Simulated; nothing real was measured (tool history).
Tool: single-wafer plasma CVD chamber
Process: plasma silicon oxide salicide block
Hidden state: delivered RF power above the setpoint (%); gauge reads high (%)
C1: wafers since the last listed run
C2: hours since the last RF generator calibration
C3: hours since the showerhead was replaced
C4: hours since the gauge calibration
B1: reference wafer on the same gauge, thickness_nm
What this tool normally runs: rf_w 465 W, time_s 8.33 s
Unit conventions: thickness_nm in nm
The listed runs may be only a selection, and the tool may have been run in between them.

{"run": 1, "hour": 0.0, "rf_w": 465, "time_s": 7.54, "C1": 0, "C2": 1043.9, "C3": 2714.2, "C4": 271.8, "B1": 77.096, "thickness_nm": 66.496}
{"run": 2, "hour": 23.0, "rf_w": 465, "time_s": 8.88, "C1": 856, "C2": 1066.9, "C3": 2737.2, "C4": 294.8, "B1": 77.091, "thickness_nm": 78.091}
{"run": 3, "hour": 56.6, "rf_w": 465, "time_s": 8.88, "C1": 1250, "C2": 1100.5, "C3": 2770.8, "C4": 328.4, "B1": 77.188, "thickness_nm": 78.081}
{"run": 4, "hour": 85.0, "rf_w": 465, "time_s": 8.88, "C1": 1057, "C2": 1128.9, "C3": 2799.2, "C4": 356.8, "B1": 77.114, "thickness_nm": 77.988}
{"run": 5, "hour": 111.0, "rf_w": 465, "time_s": 8.33, "C1": 968, "C2": 1154.9, "C3": 2825.2, "C4": 382.8, "B1": 77.112, "thickness_nm": 73.28}
{"run": 6, "hour": 161.0, "rf_w": 465, "time_s": 8.33, "C1": 1861, "C2": 1204.9, "C3": 2875.2, "C4": 432.8, "B1": 77.14, "thickness_nm": 73.4}
{"run": 7, "hour": 177.0, "rf_w": 465, "time_s": 8.33, "C1": 595, "C2": 1220.9, "C3": 2891.2, "C4": 448.8, "B1": 77.184, "thickness_nm": 73.334}
{"run": 8, "hour": 210.6, "rf_w": 465, "time_s": 8.33, "C1": 1250, "C2": 1254.5, "C3": 2924.8, "C4": 482.4, "B1": 77.068, "thickness_nm": 73.258}
{"run": 9, "hour": 244.2, "rf_w": 465, "time_s": 8.33, "C1": 1250, "C2": 1288.1, "C3": 2958.4, "C4": 516, "B1": 77.14, "thickness_nm": 72.957}
{"run": 10, "hour": 258.9, "rf_w": 465, "time_s": 8.33, "C1": 547, "C2": 1302.8, "C3": 2973.1, "C4": 530.7, "B1": 77.096, "thickness_nm": 73.241}
{"run": 11, "hour": 293.7, "rf_w": 465, "time_s": 8.33, "C1": 1295, "C2": 1337.6, "C3": 3007.9, "C4": 565.5, "B1": 77.092, "thickness_nm": 73.093}
{"run": 12, "hour": 316.4, "rf_w": 465, "time_s": 8.33, "C1": 845, "C2": 1360.3, "C3": 3030.6, "C4": 588.2, "B1": 77.014, "thickness_nm": 73.075}
{"run": 13, "hour": 346.7, "rf_w": 465, "time_s": 8.33, "C1": 1128, "C2": 1390.6, "C3": 3060.9, "C4": 618.5, "B1": 77.096, "thickness_nm": 73.173}
{"run": 14, "hour": 374.4, "rf_w": 465, "time_s": 8.33, "C1": 1031, "C2": 1418.3, "C3": 3088.6, "C4": 646.2, "B1": 77.062, "thickness_nm": 73.081}
{"hour": 395.8, "done": "gauge calibrated"}
{"run": 15, "hour": 463.6, "rf_w": 465, "time_s": 8.33, "C1": 3321, "C2": 1507.5, "C3": 3177.8, "C4": 67.8, "B1": 77.08, "thickness_nm": 72.776}
{"run": 16, "hour": 485.3, "rf_w": 420, "time_s": 8.33, "C1": 807, "C2": 1529.2, "C3": 3199.5, "C4": 89.5, "B1": 77.074, "thickness_nm": 71.672}
{"hour": 499.4, "done": "RF generator calibrated"}
{"hour": 506.5, "done": "showerhead replaced"}
{"run": 17, "hour": 507.0, "rf_w": 375, "time_s": 9.34, "C1": 245, "C2": 7.6, "C3": 0.5, "C4": 111.2, "B1": 77.055, "thickness_nm": 79.326}
{"run": 18, "hour": 519.0, "rf_w": 465, "time_s": 8.78, "C1": 446, "C2": 19.6, "C3": 12.5, "C4": 123.2, "B1": 77.052, "thickness_nm": 77.728}
{"run": 19, "hour": 531.5, "rf_w": 465, "time_s": 8.33, "C1": 465, "C2": 32.1, "C3": 25, "C4": 135.7, "B1": 77.13, "thickness_nm": 73.954}
{"run": 20, "hour": 553.0, "rf_w": 465, "time_s": 8.33, "C1": 800, "C2": 53.6, "C3": 46.5, "C4": 157.2, "B1": 77.119, "thickness_nm": 73.769}
{"run": 21, "hour": 586.1, "rf_w": 465, "time_s": 8.33, "C1": 1232, "C2": 86.7, "C3": 79.6, "C4": 190.3, "B1": 77.126, "thickness_nm": 73.757}
{"run": 22, "hour": 617.1, "rf_w": 465, "time_s": 8.33, "C1": 1154, "C2": 117.7, "C3": 110.6, "C4": 221.3, "B1": 77.07, "thickness_nm": 73.783}
{"run": 23, "hour": 635.4, "rf_w": 520, "time_s": 6.96, "C1": 681, "C2": 136, "C3": 128.9, "C4": 239.6, "B1": 77.139, "thickness_nm": 63.099}
{"run": 24, "hour": 656.4, "rf_w": 465, "time_s": 9.01, "C1": 781, "C2": 157, "C3": 149.9, "C4": 260.6, "B1": 77.086, "thickness_nm": 79.85}
{"run": 25, "hour": 675.0, "rf_w": 535, "time_s": 6.97, "C1": 692, "C2": 175.6, "C3": 168.5, "C4": 279.2, "B1": 77.152, "thickness_nm": 63.653}
{"run": 26, "hour": 753.2, "rf_w": 510, "time_s": 7.53, "C1": 2911, "C2": 253.8, "C3": 246.7, "C4": 357.4, "B1": 77.082, "thickness_nm": 68.096}
{"run": 27, "hour": 774.9, "rf_w": 375, "time_s": 7.5, "C1": 807, "C2": 275.5, "C3": 268.4, "C4": 379.1, "B1": 77.155, "thickness_nm": 63.777}
{"run": 28, "hour": 799.3, "rf_w": 530, "time_s": 9.47, "C1": 908, "C2": 299.9, "C3": 292.8, "C4": 403.5, "B1": 77.082, "thickness_nm": 86.045}
{"run": 29, "hour": 811.4, "rf_w": 415, "time_s": 9.73, "C1": 450, "C2": 312, "C3": 304.9, "C4": 415.6, "B1": 77.081, "thickness_nm": 84.113}

What if the next run were any one of these 4? Each begins from the tool's condition after run 29:
{"run": "A", "hour": 811.8, "rf_w": 465, "time_s": 9.4, "C1": 14, "C2": 312.4, "C3": 305.3, "C4": 416, "B1": "?", "thickness_nm": "?"}
{"run": "B", "hour": 811.8, "rf_w": 520, "time_s": 7.31, "C1": 14, "C2": 312.4, "C3": 305.3, "C4": 416, "B1": "?", "thickness_nm": "?"}
{"run": "C", "hour": 811.8, "rf_w": 550, "time_s": 9.67, "C1": 14, "C2": 312.4, "C3": 305.3, "C4": 416, "B1": "?", "thickness_nm": "?"}
{"run": "D", "hour": 811.8, "rf_w": 510, "time_s": 7.27, "C1": 14, "C2": 312.4, "C3": 305.3, "C4": 416, "B1": "?", "thickness_nm": "?"}

run=A B1=77.152 thickness_nm=83.178
run=B B1=77.152 thickness_nm=66.172
run=C B1=77.152 thickness_nm=88.567
run=D B1=77.152 thickness_nm=65.547
Without the tool's hidden state the same runs would have given:
run=A thickness_nm=83.376
run=B thickness_nm=66.33
run=C thickness_nm=88.779
run=D thickness_nm=65.703
